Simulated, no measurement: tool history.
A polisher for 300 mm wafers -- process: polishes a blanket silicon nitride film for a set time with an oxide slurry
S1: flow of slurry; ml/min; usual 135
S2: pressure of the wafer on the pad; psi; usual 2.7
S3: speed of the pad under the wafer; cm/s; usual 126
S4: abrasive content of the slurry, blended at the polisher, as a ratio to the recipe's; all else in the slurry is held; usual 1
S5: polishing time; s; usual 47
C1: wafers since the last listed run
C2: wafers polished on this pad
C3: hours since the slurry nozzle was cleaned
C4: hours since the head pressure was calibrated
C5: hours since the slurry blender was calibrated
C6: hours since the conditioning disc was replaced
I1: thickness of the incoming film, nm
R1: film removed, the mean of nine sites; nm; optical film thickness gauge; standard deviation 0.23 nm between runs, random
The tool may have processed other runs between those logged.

run 1 hour=0 | S1=120 S2=2.7 S3=126 S4=1 S5=47 | C1=0 C2=2905 C3=654.4 C4=36.4 C5=191.7 C6=138.5 | I1=295.4 | R1=22.1
-- hour=39.3 slurry nozzle cleaned
run 2 hour=69.9 | S1=120 S2=2.7 S3=126 S4=1 S5=47 | C1=1307 C2=4213 C3=30.6 C4=106.3 C5=261.6 C6=208.4 | I1=297 | R1=21.5
run 3 hour=106.1 | S1=120 S2=2.7 S3=126 S4=1 S5=47 | C1=686 C2=4900 C3=66.8 C4=142.5 C5=297.8 C6=244.6 | I1=300.8 | R1=21
-- hour=115.5 worn pad replaced by a new one
-- hour=129.4 slurry blender recalibrated
run 4 hour=178.4 | S1=135 S2=2.7 S3=126 S4=1 S5=47 | C1=1258 C2=1156 C3=139.1 C4=214.8 C5=49 C6=316.9 | I1=303.3 | R1=22.7
-- hour=193.6 conditioning disc replaced and pad reconditioned
-- hour=274.1 head pressure recalibrated
run 5 hour=275.1 | S1=135 S2=2.7 S3=126 S4=0.85 S5=47 | C1=1759 C2=2915 C3=235.8 C4=1 C5=145.7 C6=81.5 | I1=295.9 | R1=20.7
run 6 hour=364.5 | S1=135 S2=2.7 S3=126 S4=0.85 S5=47 | C1=1696 C2=4611 C3=325.2 C4=90.4 C5=235.1 C6=170.9 | I1=299.9 | R1=19.9
-- hour=435.6 slurry blender recalibrated
run 7 hour=456.2 | S1=135 S2=2.7 S3=98 S4=1 S5=47 | C1=1702 C2=6313 C3=416.9 C4=182.1 C5=20.6 C6=262.6 | I1=298.9 | R1=18.3
-- hour=474.8 worn pad replaced by a new one
-- hour=495.8 conditioning disc replaced and pad reconditioned
run 8 hour=522.4 | S1=135 S2=2.7 S3=126 S4=1 S5=47 | C1=1142 C2=865 C3=483.1 C4=248.3 C5=86.8 C6=26.6 | I1=300.2 | R1=21.7
run 9 hour=616.4 | S1=135 S2=2.7 S3=126 S4=1 S5=47 | C1=1783 C2=2649 C3=577.1 C4=342.3 C5=180.8 C6=120.6 | I1=302.3 | R1=20.2
-- hour=622.7 slurry nozzle cleaned
-- hour=630.1 head pressure recalibrated
run 10 hour=672.4 | S1=135 S2=2.7 S3=126 S4=1 S5=47 | C1=1005 C2=3655 C3=49.7 C4=42.3 C5=236.8 C6=176.6 | I1=300.9 | R1=22
-- hour=708.7 slurry blender recalibrated
-- hour=744.9 worn pad replaced by a new one
run 11 hour=754.5 | S1=135 S2=2.7 S3=126 S4=1 S5=47 | C1=1444 C2=182 C3=131.8 C4=124.4 C5=45.8 C6=258.7 | I1=298.1 | R1=22.8
-- hour=767.6 conditioning disc replaced and pad reconditioned
run 12 hour=826.3 | S1=135 S2=2.7 S3=126 S4=1 S5=47 | C1=1324 C2=1507 C3=203.6 C4=196.2 C5=117.6 C6=58.7 | I1=305 | R1=21.9
run 13 hour=864.1 | S1=135 S2=3.2 S3=126 S4=1 S5=47 | C1=717 C2=2224 C3=241.4 C4=234 C5=155.4 C6=96.5 | I1=301.6 | R1=25.8
-- hour=924 head pressure recalibrated
run 14 hour=926.3 | S1=110 S2=3 S3=126 S4=1 S5=47 | C1=1142 C2=3366 C3=303.6 C4=2.3 C5=217.6 C6=158.7 | I1=295.6 | R1=23.9
run 15 hour=990.3 | S1=115 S2=2.1 S3=104 S4=1 S5=58 | C1=1214 C2=4581 C3=367.6 C4=66.3 C5=281.6 C6=222.7 | I1=295.9 | R1=17.3
-- hour=1056.9 conditioning disc replaced and pad reconditioned
-- hour=1067.1 slurry blender recalibrated
-- hour=1072.4 worn pad replaced by a new one
run 16 hour=1092.3 | S1=135 S2=2.9 S3=108 S4=0.75 S5=47 | C1=1783 C2=376 C3=469.6 C4=168.3 C5=25.2 C6=35.4 | I1=300.2 | R1=17.2
run 17 hour=1145.3 | S1=135 S2=3 S3=156 S4=0.9 S5=35 | C1=1005 C2=1382 C3=522.6 C4=221.3 C5=78.2 C6=88.4 | I1=301.3 | R1=20.4
run 18 hour=1182 | S1=135 S2=2.3 S3=126 S4=1 S5=47 | C1=696 C2=2078 C3=559.3 C4=258 C5=114.9 C6=125.1 | I1=296.7 | R1=18.2
-- hour=1194.3 head pressure recalibrated
-- hour=1223.7 slurry nozzle cleaned
run 19 hour=1254.1 | S1=135 S2=2.7 S3=126 S4=1 S5=55 | C1=1311 C2=3390 C3=30.4 C4=59.8 C5=187 C6=197.2 | I1=302.8 | R1=26.1
run 20 hour=1307.6 | S1=155 S2=3.5 S3=90 S4=1.15 S5=47 | C1=1015 C2=4405 C3=83.9 C4=113.3 C5=240.5 C6=250.7 | I1=302.8 | R1=24.7
-- hour=1342.2 slurry blender recalibrated
run 21 hour=1346 | S1=135 S2=2.7 S3=168 S4=1 S5=55 | C1=690 C2=5095 C3=122.3 C4=151.7 C5=3.8 C6=289.1 | I1=303.5 | R1=33.5
-- hour=1355.2 worn pad replaced by a new one
-- hour=1366.9 conditioning disc replaced and pad reconditioned
run 22 hour=1448.1 | S1=135 S2=2.7 S3=126 S4=1 S5=47 | C1=1823 C2=1724 C3=224.4 C4=253.8 C5=105.9 C6=81.2 | I1=299.8 | R1=21.6
-- hour=1486.1 head pressure recalibrated
run 23 hour=1534 | S1=135 S2=2.7 S3=114 S4=1 S5=40 | C1=1592 C2=3316 C3=310.3 C4=47.9 C5=191.8 C6=167.1 | I1=302.2 | R1=17.9
run 24 hour=1587.3 | S1=135 S2=2.7 S3=126 S4=1 S5=47 | C1=1011 C2=4328 C3=363.6 C4=101.2 C5=245.1 C6=220.4 | I1=296.5 | R1=22.2

Describe how what the log doesn't record of the tool's condition differs between the last listed run preceding each entry between runs and the first listed run following it.
From run 1 to run 2: slurry nozzle cleaned (hour 39.3)
  deviation of the head's pressure from its setpoint, %: 0.704 -> -0.308; abrasive missing from the slurry, %: 4.55 -> 7.39
  the result without the hidden state subtracted from the measured one, R1: -0.5 -> -1.2 nm
From run 3 to run 4: worn pad replaced by a new one (hour 115.5); slurry blender recalibrated (hour 129.4)
  deviation of the head's pressure from its setpoint, %: -1.22 -> -3.84; abrasive missing from the slurry, %: 9.2 -> 0.925
  the result without the hidden state subtracted from the measured one, R1: -1.7 -> -1 nm
From run 4 to run 5: conditioning disc replaced and pad reconditioned (hour 193.6); head pressure recalibrated (hour 274.1)
  deviation of the head's pressure from its setpoint, %: -3.84 -> 0.514; abrasive missing from the slurry, %: 0.925 -> 2.61
  the result without the hidden state subtracted from the measured one, R1: -1 -> -0.2 nm
From run 6 to run 7: slurry blender recalibrated (hour 435.6)
  deviation of the head's pressure from its setpoint, %: -0.315 -> -2.85; abrasive missing from the slurry, %: 5.66 -> 0.438
  the result without the hidden state subtracted from the measured one, R1: -0.9 -> -0.6 nm
From run 7 to run 8: worn pad replaced by a new one (hour 474.8); conditioning disc replaced and pad reconditioned (hour 495.8)
  deviation of the head's pressure from its setpoint, %: -2.85 -> -5.74; abrasive missing from the slurry, %: 0.438 -> 1.07
  the result without the hidden state subtracted from the measured one, R1: -0.6 -> -1.4 nm
From run 9 to run 10: slurry nozzle cleaned (hour 622.7); head pressure recalibrated (hour 630.1)
  deviation of the head's pressure from its setpoint, %: -11.4 -> -0.897; abrasive missing from the slurry, %: 3.33 -> 5.42
  the result without the hidden state subtracted from the measured one, R1: -3.1 -> -1 nm
From run 10 to run 11: slurry blender recalibrated (hour 708.7); worn pad replaced by a new one (hour 744.9)
  deviation of the head's pressure from its setpoint, %: -0.897 -> -2.28; abrasive missing from the slurry, %: 5.42 -> 0.306
  the result without the hidden state subtracted from the measured one, R1: -1 -> -0.6 nm
From run 11 to run 12: conditioning disc replaced and pad reconditioned (hour 767.6)
  deviation of the head's pressure from its setpoint, %: -2.28 -> -4.62; abrasive missing from the slurry, %: 0.306 -> 1.36
  the result without the hidden state subtracted from the measured one, R1: -0.6 -> -1.3 nm
From run 13 to run 14: head pressure recalibrated (hour 924)
  deviation of the head's pressure from its setpoint, %: -6.27 -> -0.358; abrasive missing from the slurry, %: 2.28 -> 4.36
  the result without the hidden state subtracted from the measured one, R1: -2.1 -> -0.8 nm
From run 15 to run 16: conditioning disc replaced and pad reconditioned (hour 1056.9); slurry blender recalibrated (hour 1067.1); worn pad replaced by a new one (hour 1072.4)
  deviation of the head's pressure from its setpoint, %: -0.803 -> -3.23; abrasive missing from the slurry, %: 7.22 -> 0.283
  the result without the hidden state subtracted from the measured one, R1: -1 -> -0.6 nm
From run 18 to run 19: head pressure recalibrated (hour 1194.3); slurry nozzle cleaned (hour 1223.7)
  deviation of the head's pressure from its setpoint, %: -7.11 -> -0.213; abrasive missing from the slurry, %: 1.41 -> 3.36
  the result without the hidden state subtracted from the measured one, R1: -1.6 -> -0.6 nm
From run 20 to run 21: slurry blender recalibrated (hour 1342.2)
  deviation of the head's pressure from its setpoint, %: -1.15 -> -2.18; abrasive missing from the slurry, %: 5.41 -> 0.147
  the result without the hidden state subtracted from the measured one, R1: -1.1 -> -0.7 nm
From run 21 to run 22: worn pad replaced by a new one (hour 1355.2); conditioning disc replaced and pad reconditioned (hour 1366.9)
  deviation of the head's pressure from its setpoint, %: -2.18 -> -6.38; abrasive missing from the slurry, %: 0.147 -> 1.15
  the result without the hidden state subtracted from the measured one, R1: -0.7 -> -1.6 nm
From run 22 to run 23: head pressure recalibrated (hour 1486.1)
  deviation of the head's pressure from its setpoint, %: -6.38 -> -0.043; abrasive missing from the slurry, %: 1.15 -> 3.44
  the result without the hidden state subtracted from the measured one, R1: -1.6 -> -0.4 nm
